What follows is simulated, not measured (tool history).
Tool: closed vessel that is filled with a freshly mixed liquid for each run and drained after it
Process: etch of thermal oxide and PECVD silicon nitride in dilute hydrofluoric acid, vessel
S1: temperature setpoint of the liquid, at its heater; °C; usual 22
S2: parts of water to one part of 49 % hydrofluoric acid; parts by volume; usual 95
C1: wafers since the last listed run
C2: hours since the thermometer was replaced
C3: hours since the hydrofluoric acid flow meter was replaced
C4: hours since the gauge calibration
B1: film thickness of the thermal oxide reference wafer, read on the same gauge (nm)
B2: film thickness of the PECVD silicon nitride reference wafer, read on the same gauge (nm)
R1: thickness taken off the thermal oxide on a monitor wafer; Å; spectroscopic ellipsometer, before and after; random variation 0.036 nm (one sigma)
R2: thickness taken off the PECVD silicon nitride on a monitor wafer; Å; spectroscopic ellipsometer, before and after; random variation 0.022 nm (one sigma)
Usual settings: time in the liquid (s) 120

run 1 day=0 | S1=22 S2=95 time_in_the_liquid_(s)=120 | C1=0 C2=107.1 C3=105.7 C4=2207.5 | B1=120.02 B2=59.968 | R1=58.8 R2=24.03
run 2 day=1.775 | S1=22 S2=95 time_in_the_liquid_(s)=120 | C1=2609 C2=149.7 C3=148.3 C4=2250.1 | B1=120 B2=60.005 | R1=59.5 R2=23.71
-- day=2.483 gauge calibrated
run 3 day=4.608 | S1=22 S2=95 time_in_the_liquid_(s)=120 | C1=4165 C2=217.7 C3=216.3 C4=51 | B1=119.99 B2=60.014 | R1=59.3 R2=24.13
run 4 day=5.796 | S1=19.5 S2=95 time_in_the_liquid_(s)=120 | C1=1745 C2=246.2 C3=244.8 C4=79.5 | B1=120.03 B2=59.994 | R1=53.4 R2=20.45
run 5 day=7.342 | S1=25.5 S2=95 time_in_the_liquid_(s)=140 | C1=2272 C2=283.3 C3=281.9 C4=116.6 | B1=120 B2=60.02 | R1=79.8 R2=35.55
run 6 day=9.892 | S1=25 S2=95 time_in_the_liquid_(s)=120 | C1=3749 C2=344.5 C3=343.1 C4=177.8 | B1=120 B2=59.99 | R1=67.4 R2=29.44
run 7 day=12.121 | S1=20 S2=75 time_in_the_liquid_(s)=120 | C1=3277 C2=398 C3=396.6 C4=231.3 | B1=119.99 B2=60.019 | R1=72 R2=26.41
run 8 day=19.6 | S1=22 S2=95 time_in_the_liquid_(s)=120 | C1=10996 C2=577.5 C3=576.1 C4=410.8 | B1=119.99 B2=60.009 | R1=60.9 R2=24.15
run 9 day=21.588 | S1=17.5 S2=50 time_in_the_liquid_(s)=145 | C1=2922 C2=625.2 C3=623.8 C4=458.5 | B1=120.01 B2=60.008 | R1=119.7 R2=40.14
run 10 day=22.779 | S1=22 S2=95 time_in_the_liquid_(s)=120 | C1=1752 C2=653.8 C3=652.4 C4=487.1 | B1=120.01 B2=60.016 | R1=60.4 R2=24.09
run 11 day=24.017 | S1=22 S2=55 time_in_the_liquid_(s)=120 | C1=1819 C2=683.5 C3=682.1 C4=516.8 | B1=120.03 B2=60.009 | R1=109.6 R2=41.59
run 12 day=26.546 | S1=22 S2=95 time_in_the_liquid_(s)=120 | C1=3718 C2=744.2 C3=742.8 C4=577.5 | B1=119.99 B2=60.006 | R1=60.1 R2=24.57
run 13 day=28.129 | S1=22 S2=70 time_in_the_liquid_(s)=120 | C1=2327 C2=782.2 C3=780.8 C4=615.5 | B1=120.01 B2=60 | R1=84 R2=33.04
run 14 day=30.333 | S1=22 S2=95 time_in_the_liquid_(s)=120 | C1=3240 C2=835.1 C3=833.7 C4=668.4 | B1=120.01 B2=60.024 | R1=61.3 R2=24.53
run 15 day=31.512 | S1=17.5 S2=110 time_in_the_liquid_(s)=80 | C1=1733 C2=863.4 C3=862 C4=696.7 | B1=120.02 B2=59.962 | R1=28.7 R2=10.46
run 16 day=32.525 | S1=20 S2=75 time_in_the_liquid_(s)=120 | C1=1488 C2=887.7 C3=886.3 C4=721 | B1=119.99 B2=59.985 | R1=72.4 R2=27.26
run 17 day=35.429 | S1=22 S2=95 time_in_the_liquid_(s)=120 | C1=4269 C2=957.4 C3=956 C4=790.7 | B1=120.03 B2=59.979 | R1=60.6 R2=24.39
run 18 day=36.996 | S1=22 S2=50 time_in_the_liquid_(s)=90 | C1=2303 C2=995 C3=993.6 C4=828.3 | B1=120 B2=60.021 | R1=91.3 R2=34.67
run 19 day=39.375 | S1=19 S2=95 time_in_the_liquid_(s)=120 | C1=3497 C2=1052.1 C3=1050.7 C4=885.4 | B1=120 B2=59.994 | R1=53.1 R2=20.01
run 20 day=41.471 | S1=25.5 S2=50 time_in_the_liquid_(s)=170 | C1=3081 C2=1102.4 C3=1101 C4=935.7 | B1=120 B2=60.009 | R1=202.2 R2=85.04
run 21 day=42.796 | S1=22 S2=45 time_in_the_liquid_(s)=140 | C1=1948 C2=1134.2 C3=1132.8 C4=967.5 | B1=120.01 B2=60.012 | R1=161 R2=61.72
run 22 day=44.454 | S1=22 S2=95 time_in_the_liquid_(s)=120 | C1=2438 C2=1174 C3=1172.6 C4=1007.3 | B1=120 B2=60.016 | R1=60.6 R2=25.1
-- day=46.417 thermometer replaced
run 23 day=47.217 | S1=23.5 S2=130 time_in_the_liquid_(s)=175 | C1=4000 C2=19.2 C3=1238.9 C4=1073.6 | B1=120.01 B2=60.024 | R1=63.9 R2=28.47
run 24 day=50.025 | S1=22 S2=95 time_in_the_liquid_(s)=120 | C1=4128 C2=86.6 C3=1306.3 C4=1141 | B1=119.97 B2=60.012 | R1=58.8 R2=23.87
run 25 day=52.133 | S1=17.5 S2=135 time_in_the_liquid_(s)=120 | C1=3099 C2=137.2 C3=1356.9 C4=1191.6 | B1=120.01 B2=60.015 | R1=33.3 R2=12.41
run 26 day=54.621 | S1=22 S2=95 time_in_the_liquid_(s)=90 | C1=3657 C2=196.9 C3=1416.6 C4=1251.3 | B1=120 B2=59.986 | R1=44.6 R2=18.04

Forecast each of these 4 alternatives for the next run:
run A day=54.65 | S1=22 S2=95 time_in_the_liquid_(s)=120 | C1=42 C2=197.6 C3=1417.3 C4=1252 | B1=? B2=? | R1=? R2=?
run B day=54.65 | S1=22 S2=115 time_in_the_liquid_(s)=120 | C1=42 C2=197.6 C3=1417.3 C4=1252 | B1=? B2=? | R1=? R2=?
run C day=54.65 | S1=19.5 S2=95 time_in_the_liquid_(s)=145 | C1=42 C2=197.6 C3=1417.3 C4=1252 | B1=? B2=? | R1=? R2=?
run D day=54.65 | S1=22 S2=130 time_in_the_liquid_(s)=120 | C1=42 C2=197.6 C3=1417.3 C4=1252 | B1=? B2=? | R1=? R2=?

run=A B1=120.01 B2=60.019 R1=58.9 R2=23.97
run=B B1=120.01 B2=60.019 R1=47.5 R2=19.87
run=C B1=120.01 B2=60.019 R1=64.2 R2=24.46
run=D B1=120.01 B2=60.019 R1=41.3 R2=17.62
Without the tool's hidden state the same runs would have given:
run=A R1=58.2 R2=23.53
run=B R1=47 R2=19.51
run=C R1=63.5 R2=24
run=D R1=40.9 R2=17.29

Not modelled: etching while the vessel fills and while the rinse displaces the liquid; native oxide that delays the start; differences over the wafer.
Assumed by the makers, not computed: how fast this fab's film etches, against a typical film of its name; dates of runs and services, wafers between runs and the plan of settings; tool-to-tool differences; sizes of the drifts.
